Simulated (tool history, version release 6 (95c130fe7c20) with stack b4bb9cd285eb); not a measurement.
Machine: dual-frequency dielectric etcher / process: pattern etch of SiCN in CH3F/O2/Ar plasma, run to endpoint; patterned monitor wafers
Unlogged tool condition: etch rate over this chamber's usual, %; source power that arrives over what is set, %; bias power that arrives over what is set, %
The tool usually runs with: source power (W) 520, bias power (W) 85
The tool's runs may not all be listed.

run,hour,source power (W),bias power (W),wafers since the last listed run,hours since the last wet clean,hours since the last source power generator calibration,hours since the last bias power generator calibration,hours since the last upper electrode change,"incoming incoming film thickness, nm",endpoint time (s)
1,0.0,520,85,0,168.8,2929.5,1836.7,672.6,7.88,17.2
2,62.3,520,85,544,231.1,2991.8,1899.0,734.9,7.90,17.1
3,100.5,520,85,333,269.3,3030.0,1937.2,773.1,7.97,17.2
4,193.8,520,85,815,362.6,3123.3,2030.5,866.4,7.89,16.7
# hour 229.2: wet clean of the chamber
5,360.4,490,94,1245,131.2,3289.9,2197.1,1033.0,7.87,16.9
6,421.9,490,94,537,192.7,3351.4,2258.6,1094.5,7.89,16.9
7,496.8,520,85,654,267.6,3426.3,2333.5,1169.4,7.87,16.8
8,557.5,520,85,530,328.3,3487.0,2394.2,1230.1,7.88,16.6
# hour 641.9: wet clean of the chamber
9,642.4,520,85,531,0.5,3571.9,2479.1,1315.0,7.92,17.9
10,721.9,520,85,694,80.0,3651.4,2558.6,1394.5,7.93,17.8
11,762.2,520,85,352,120.3,3691.7,2598.9,1434.8,7.90,17.5
12,801.7,520,85,345,159.8,3731.2,2638.4,1474.3,7.95,17.6
# hour 835.4: bias power generator calibrated
13,848.4,520,85,373,206.5,3777.9,13.0,1521.0,7.93,17.3
14,904.2,520,73,487,262.3,3833.7,68.8,1576.8,7.88,18.2
15,969.6,520,73,571,327.7,3899.1,134.2,1642.2,7.93,18.3
16,1012.3,390,93,373,370.4,3941.8,176.9,1684.9,7.80,19.5
# hour 1092.7: wet clean of the chamber
17,1093.2,520,85,497,0.5,4022.7,257.8,1765.8,7.89,17.6
18,1112.8,520,85,171,20.1,4042.3,277.4,1785.4,7.90,17.4
19,1166.9,520,85,472,74.2,4096.4,331.5,1839.5,7.92,17.6
20,1245.4,520,85,685,152.7,4174.9,410.0,1918.0,7.91,17.0
21,1351.1,620,85,923,258.4,4280.6,515.7,2023.7,7.86,15.3
# hour 1410.6: source power generator calibrated
22,1421.0,600,67,575,328.3,10.4,585.6,2093.6,7.84,16.8
23,1502.5,440,103,711,409.8,91.9,667.1,2175.1,7.92,17.0
# hour 1549.0: wet clean of the chamber
# hour 1562.7: upper electrode replaced
24,1637.3,650,103,847,88.3,226.7,801.9,74.6,7.88,14.1
25,1709.9,520,94,634,160.9,299.3,874.5,147.2,7.82,16.3
26,1748.2,520,85,334,199.2,337.6,912.8,185.5,7.78,16.9
27,1808.1,570,100,523,259.1,397.5,972.7,245.4,7.98,15.3
28,1858.9,440,96,443,309.9,448.3,1023.5,296.2,7.88,17.9
# hour 1926.7: wet clean of the chamber
29,1940.4,570,85,502,13.7,529.8,1105.0,377.7,7.84,16.7
30,2035.4,520,85,829,108.7,624.8,1200.0,472.7,7.90,17.5
31,2097.4,520,99,541,170.7,686.8,1262.0,534.7,7.90,16.3

What if the next run were any one of these 5? Each begins from the tool's condition after run 31:
A,2097.8,520,85,3,171.1,687.2,1262.4,535.1,7.96,?
B,2097.8,430,66,3,171.1,687.2,1262.4,535.1,7.96,?
C,2097.8,450,85,3,171.1,687.2,1262.4,535.1,7.96,?
D,2097.8,520,69,3,171.1,687.2,1262.4,535.1,7.96,?
E,2097.8,400,101,3,171.1,687.2,1262.4,535.1,7.96,?

run,endpoint time (s)
A,17.4
B,21.8
C,19.0
D,18.9
E,19.1
Without the tool's unlogged condition, the same runs would have read:
run,endpoint time (s)
A,17.6
B,22.1
C,19.2
D,19.2
E,19.4

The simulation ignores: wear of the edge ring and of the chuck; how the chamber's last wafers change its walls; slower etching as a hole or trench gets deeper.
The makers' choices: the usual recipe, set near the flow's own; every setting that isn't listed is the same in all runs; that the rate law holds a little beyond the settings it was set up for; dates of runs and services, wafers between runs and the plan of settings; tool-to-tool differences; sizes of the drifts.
